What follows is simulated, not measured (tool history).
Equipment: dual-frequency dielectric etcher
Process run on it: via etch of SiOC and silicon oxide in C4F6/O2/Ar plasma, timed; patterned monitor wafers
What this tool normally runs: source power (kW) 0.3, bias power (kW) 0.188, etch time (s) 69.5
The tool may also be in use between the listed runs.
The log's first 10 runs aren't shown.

run     day  source power (kW)  bias power (kW)  etch time (s)  wafers since the last listed run  hours since the last wet clean  hours since the last source power generator calibration  hours since the last bias power generator calibration  hours since the last upper electrode change  hours since the gauge calibration  read-back reference wafer on the same gauge, depth_nm  mean etch depth across the wafer (Å)
 11   5.962                0.3            0.188           69.5                                 4                           197.6                                                   3959.5                                                 4425.5                                          0.9                              372.4                                                   66.5                                   679
 12   6.138                0.3            0.188           69.5                                49                           201.8                                                   3963.7                                                 4429.7                                          5.1                              376.6                                                   66.5                                   677
      6.321  -- bias power generator calibrated
 13   6.692                0.3            0.188           69.5                               108                           215.1                                                     3977                                                    8.9                                         18.4                              389.9                                                   66.6                                   684
 14       7                0.3            0.188           69.5                                86                           222.5                                                   3984.4                                                   16.3                                         25.8                              397.3                                                   66.5                                   687
 15   7.712               0.37            0.223             90                               199                           239.6                                                   4001.5                                                   33.4                                         42.9                              414.4                                                   66.5                                  1059
 16   8.483                0.3            0.188           69.5                               216                           258.1                                                     4020                                                   51.9                                         61.4                              432.9                                                   66.6                                   679
 17   9.071               0.38            0.188           69.5                               164                           272.2                                                   4034.1                                                     66                                         75.5                                447                                                   66.6                                   780
 18     9.5                0.3            0.188           69.5                               120                           282.5                                                   4044.4                                                   76.3                                         85.8                              457.3                                                   66.5                                   678
 19  10.146                0.3            0.188           69.5                               181                             298                                                   4059.9                                                   91.8                                        101.3                              472.8                                                   66.5                                   673
     10.617  -- gauge calibrated
     10.729  -- source power generator calibrated
 20   10.75               0.25             0.21             54                               122                           312.5                                                      0.5                                                  106.3                                        115.8                                3.2                                                   66.4                                   505
 21  11.179                0.3            0.188           69.5                               120                           322.8                                                     10.8                                                  116.6                                        126.1                               13.5                                                   66.5                                   685
 22  11.638                0.3            0.159           69.5                               128                           333.8                                                     21.8                                                  127.6                                        137.1                               24.5                                                   66.6                                   639
 23  12.071               0.27            0.166             85                               121                           344.2                                                     32.2                                                    138                                        147.5                               34.9                                                   66.5                                   741
       13.2  -- wet clean of the chamber
 24  13.221               0.37            0.234           48.5                                42                             0.5                                                     59.8                                                  165.6                                        175.1                               62.5                                                   66.6                                   556
 25  13.238               0.23            0.188           59.5                                 4                             0.9                                                     60.2                                                    166                                        175.5                               62.9                                                   66.5                                   473
 26  13.788               0.37            0.148           50.5                               154                            14.1                                                     73.4                                                  179.2                                        188.7                               76.1                                                   66.5                                   486
 27    14.3                0.3            0.212             61                               143                            26.4                                                     85.7                                                  191.5                                          201                               88.4                                                   66.6                                   598
 28   15.75               0.23            0.188           69.5                               406                            61.2                                                    120.5                                                  226.3                                        235.8                              123.2                                                   66.5                                   567
 29  16.325                0.3            0.188           69.5                               161                              75                                                    134.3                                                  240.1                                        249.6                                137                                                   66.5                                   663
 30  16.683               0.37            0.188           59.5                               100                            83.6                                                    142.9                                                  248.7                                        258.2                              145.6                                                   66.6                                   641

Each row is a separate what-if for the run after 30, all from the same tool condition, not one after another. Results?
  A  16.7               0.34            0.188           69.5                                 4                              84                                                    143.3                                                  249.1                                        258.6                                146                                                      ?                                     ?
  B  16.7                0.3            0.149             76                                 4                              84                                                    143.3                                                  249.1                                        258.6                                146                                                      ?                                     ?
  C  16.7               0.35            0.155           85.5                                 4                              84                                                    143.3                                                  249.1                                        258.6                                146                                                      ?                                     ?
  D  16.7               0.23            0.188             80                                 4                              84                                                    143.3                                                  249.1                                        258.6                                146                                                      ?                                     ?

run  read-back reference wafer on the same gauge, depth_nm  mean etch depth across the wafer (Å)
  A                                                   66.4                                   706
  B                                                   66.4                                   651
  C                                                   66.4                                   812
  D                                                   66.4                                   644
With the hidden condition removed and each run's random variation left untouched, the same runs would have given:
run  mean etch depth across the wafer (Å)
  A                                   705
  B                                   650
  C                                   811
  D                                   643
